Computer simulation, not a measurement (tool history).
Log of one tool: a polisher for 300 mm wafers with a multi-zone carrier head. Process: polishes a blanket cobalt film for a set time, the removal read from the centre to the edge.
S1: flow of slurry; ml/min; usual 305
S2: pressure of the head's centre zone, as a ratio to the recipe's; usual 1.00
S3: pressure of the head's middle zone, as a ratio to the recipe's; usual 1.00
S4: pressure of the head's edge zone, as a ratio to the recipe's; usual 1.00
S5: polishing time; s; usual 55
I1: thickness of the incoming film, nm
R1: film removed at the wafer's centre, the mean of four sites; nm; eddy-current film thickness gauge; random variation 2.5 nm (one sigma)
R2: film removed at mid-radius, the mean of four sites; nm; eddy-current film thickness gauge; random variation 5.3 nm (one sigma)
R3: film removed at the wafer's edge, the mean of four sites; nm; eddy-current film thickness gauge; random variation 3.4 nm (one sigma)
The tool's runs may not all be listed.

{"run": 1, "hour": 0.0, "S1": 305, "S2": 1.04, "S3": 1.0, "S4": 1.0, "S5": 55, "I1": 1040.6, "R1": 382.8, "R2": 362.8, "R3": 366.6}
{"run": 2, "hour": 31.0, "S1": 305, "S2": 1.04, "S3": 1.0, "S4": 1.0, "S5": 55, "I1": 1052.9, "R1": 382.9, "R2": 355.6, "R3": 359.7}
{"run": 3, "hour": 66.5, "S1": 305, "S2": 1.0, "S3": 1.0, "S4": 1.0, "S5": 49, "I1": 1045.5, "R1": 324.1, "R2": 317.0, "R3": 324.0}
{"hour": 78.8, "done": "edge zone pressure recalibrated"}
{"run": 4, "hour": 101.9, "S1": 305, "S2": 1.0, "S3": 1.0, "S4": 1.0, "S5": 49, "I1": 1046.1, "R1": 325.9, "R2": 330.5, "R3": 319.2}
{"hour": 108.7, "done": "worn pad replaced by a new one"}
{"run": 5, "hour": 200.8, "S1": 305, "S2": 1.0, "S3": 1.0, "S4": 1.0, "S5": 55, "I1": 1031.4, "R1": 367.2, "R2": 358.7, "R3": 358.6}
{"hour": 268.8, "done": "worn pad replaced by a new one"}
{"run": 6, "hour": 303.3, "S1": 305, "S2": 1.0, "S3": 1.0, "S4": 1.0, "S5": 55, "I1": 1038.8, "R1": 362.4, "R2": 354.7, "R3": 361.8}
{"run": 7, "hour": 340.6, "S1": 305, "S2": 1.0, "S3": 1.0, "S4": 1.0, "S5": 55, "I1": 1041.2, "R1": 363.9, "R2": 366.1, "R3": 360.9}
{"hour": 358.6, "done": "slurry nozzle cleaned"}
{"hour": 361.8, "done": "carrier head's membrane replaced by a new one"}
{"run": 8, "hour": 384.4, "S1": 305, "S2": 1.0, "S3": 1.0, "S4": 1.0, "S5": 55, "I1": 1029.3, "R1": 382.2, "R2": 373.5, "R3": 372.6}
{"run": 9, "hour": 427.3, "S1": 305, "S2": 1.0, "S3": 1.0, "S4": 1.0, "S5": 55, "I1": 1048.9, "R1": 374.6, "R2": 375.8, "R3": 364.0}
{"hour": 434.8, "done": "worn pad replaced by a new one"}
{"hour": 459.9, "done": "centre zone pressure recalibrated"}
{"run": 10, "hour": 460.4, "S1": 305, "S2": 1.0, "S3": 1.0, "S4": 1.0, "S5": 55, "I1": 1037.3, "R1": 372.5, "R2": 376.2, "R3": 372.2}
{"run": 11, "hour": 505.5, "S1": 305, "S2": 1.11, "S3": 1.0, "S4": 1.0, "S5": 55, "I1": 1031.5, "R1": 416.7, "R2": 369.9, "R3": 373.6}
{"hour": 541.9, "done": "edge zone pressure recalibrated"}
{"run": 12, "hour": 546.8, "S1": 305, "S2": 1.0, "S3": 1.0, "S4": 1.0, "S5": 55, "I1": 1042.0, "R1": 371.1, "R2": 374.3, "R3": 365.7}
{"run": 13, "hour": 578.6, "S1": 305, "S2": 1.1, "S3": 1.0, "S4": 0.9, "S5": 55, "I1": 1041.6, "R1": 407.0, "R2": 373.1, "R3": 350.8}
{"hour": 605.3, "done": "worn pad replaced by a new one"}
{"run": 14, "hour": 643.3, "S1": 230, "S2": 1.0, "S3": 1.09, "S4": 1.0, "S5": 55, "I1": 1047.5, "R1": 357.3, "R2": 372.0, "R3": 361.4}
{"run": 15, "hour": 710.3, "S1": 305, "S2": 1.0, "S3": 0.92, "S4": 1.07, "S5": 55, "I1": 1045.9, "R1": 367.1, "R2": 346.1, "R3": 376.7}
{"hour": 760.8, "done": "worn pad replaced by a new one"}
{"run": 16, "hour": 775.5, "S1": 305, "S2": 1.0, "S3": 1.05, "S4": 0.92, "S5": 40, "I1": 1050.2, "R1": 267.4, "R2": 272.1, "R3": 255.4}
{"run": 17, "hour": 815.9, "S1": 305, "S2": 1.0, "S3": 1.0, "S4": 1.0, "S5": 55, "I1": 1052.3, "R1": 367.8, "R2": 362.6, "R3": 362.3}
{"run": 18, "hour": 856.3, "S1": 385, "S2": 1.0, "S3": 1.0, "S4": 1.12, "S5": 37, "I1": 1037.7, "R1": 252.7, "R2": 249.5, "R3": 257.2}

Measured less the same run without the tool's hidden state. The same run-to-run variation is in both; the gauge's scatter may not be:
The hidden state here: removal rate lost through wear of the pad, %; slurry flow missing at the pad, %; deviation of the centre zone's pressure from its setpoint, %; deviation of the edge zone's pressure from its setpoint, %.
run=1 R1=-14.1 R2=-12.1 R3=-9.2
run=2 R1=-14.6 R2=-12.3 R3=-9.4
run=3 R1=-12.7 R2=-11.3 R3=-8.7
run=4 R1=-13.2 R2=-12.1 R3=-8.8
run=5 R1=-15.9 R2=-13.9 R3=-10.5
run=6 R1=-16.3 R2=-14.5 R3=-11.1
run=7 R1=-16.7 R2=-15.1 R3=-11.2
run=8 R1=-1.5 R2=-1.3 R3=-1.0
run=9 R1=-3.3 R2=-3.0 R3=-2.2
run=10 R1=-4.6 R2=-4.2 R3=-3.2
run=11 R1=-7.1 R2=-5.7 R3=-4.3
run=12 R1=-7.7 R2=-7.0 R3=-5.2
run=13 R1=-9.6 R2=-7.9 R3=-5.6
run=14 R1=-12.4 R2=-11.7 R3=-8.4
run=15 R1=-12.0 R2=-10.2 R3=-8.3
run=16 R1=-9.7 R2=-8.8 R3=-6.3
run=17 R1=-13.9 R2=-12.4 R3=-9.3
run=18 R1=-8.3 R2=-7.4 R3=-5.8

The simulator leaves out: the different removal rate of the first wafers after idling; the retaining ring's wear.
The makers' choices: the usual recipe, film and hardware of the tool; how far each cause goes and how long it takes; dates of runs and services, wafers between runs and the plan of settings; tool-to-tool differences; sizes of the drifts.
